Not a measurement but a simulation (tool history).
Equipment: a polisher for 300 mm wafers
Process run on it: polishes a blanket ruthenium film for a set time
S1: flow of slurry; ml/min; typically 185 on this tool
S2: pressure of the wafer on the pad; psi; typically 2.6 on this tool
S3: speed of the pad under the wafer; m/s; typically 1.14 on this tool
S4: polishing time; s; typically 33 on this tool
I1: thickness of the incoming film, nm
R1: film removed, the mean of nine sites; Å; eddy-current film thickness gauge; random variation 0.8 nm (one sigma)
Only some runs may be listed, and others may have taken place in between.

run,day,S1,S2,S3,S4,I1,R1
1,0,185,2.6,1.14,33,455.7,573
# day 0.075: worn pad replaced by a new one
2,2.05,185,2.6,1.14,33,445.4,577
# day 4.017: slurry nozzle cleaned
3,4.725,185,2.6,1.14,33,455.5,566
4,6.833,185,2.6,1.14,33,454.6,591
5,9.633,185,2.6,1.14,33,457.6,592
# day 13.821: worn pad replaced by a new one
6,15.312,185,2.6,0.86,33,445.5,508
7,16.979,185,2.6,0.86,33,453.4,516
# day 17.875: slurry nozzle cleaned
# day 17.879: head pressure recalibrated
8,18.812,185,2.6,0.86,33,452.5,490
9,20.788,185,2.6,1.14,33,448.6,595
10,22.938,185,2.6,1.14,33,449,587
11,25.171,185,2.6,1.14,36,444.6,656
12,26.525,185,2.6,1.04,33,443.6,560
# day 27.55: worn pad replaced by a new one
13,29.329,185,2.6,1.14,33,455.7,601
14,31.171,185,2.6,1.14,33,448.9,628
15,32.738,185,2.6,1.14,33,440.7,625
# day 33.096: slurry nozzle cleaned
16,33.738,185,2.6,1.38,33,447.7,726
17,36.204,185,2.6,1.14,33,450.9,629
# day 36.638: head pressure recalibrated
18,38,125,2.6,1.42,33,456.9,622
19,39.062,185,2.1,1.14,44,453.5,617
20,40.242,245,3.4,0.9,25,456.7,494
# day 42.15: worn pad replaced by a new one, of another model than before
# day 45.642: slurry nozzle cleaned
21,47.333,185,2.6,1.14,44,446.3,755
22,52.662,185,2.1,1.14,28,449.9,437
# day 53.2: head pressure recalibrated
# day 54.879: worn pad replaced by a new one
23,54.925,240,3.3,1.14,33,451.3,672
24,55.95,185,2.6,1.14,36,453.7,601
25,57.433,185,2.3,1.14,33,446.2,534
26,58.588,160,2.6,1.4,24,449.3,457
27,61.342,235,2.1,0.92,33,452.1,473
# day 62.204: slurry nozzle cleaned
28,63.392,185,2.6,1.14,33,450.6,584
29,65.854,185,2.6,0.78,41,443.4,607
# day 67.879: worn pad replaced by a new one
30,68.058,185,2.1,1.14,33,450.8,515
31,69.521,230,2.1,1.14,33,452.1,542

How would selected steps in R1 from run to run divide? Give the signed amount a tool lacking its hidden state would still show from settings, what came in and random variation, and the signed amount left for the hidden state, including any gauge scatter that is not in both of the compared results.
Hidden state at play: removal rate lost through wear of the pad, %; slurry flow missing at the pad, %; deviation of the head's pressure from its setpoint, %.
Run 5 -> 6: S3 1.14 -> 0.86, worn pad replaced by a new one. R1 -84 Å: hidden state +18, all else -102.
Run 7 -> 8: slurry nozzle cleaned, head pressure recalibrated. R1 -26 Å: hidden state -31, all else +5.
Run 17 -> 18: S1 185 -> 125, S3 1.14 -> 1.42, head pressure recalibrated. R1 -7 Å: hidden state -86, all else +79.
Run 20 -> 21: S1 245 -> 185, S2 3.4 -> 2.6, S3 0.9 -> 1.14, S4 25 -> 44, worn pad replaced by a new one, of another model than before, slurry nozzle cleaned. R1 +261 Å: hidden state +15, all else +246.
Run 21 -> 22: S2 2.6 -> 2.1, S4 44 -> 28. R1 -318 Å: hidden state +5, all else -323.
Run 22 -> 23: S1 185 -> 240, S2 2.1 -> 3.3, S4 28 -> 33, head pressure recalibrated, worn pad replaced by a new one. R1 +235 Å: hidden state -17, all else +252.
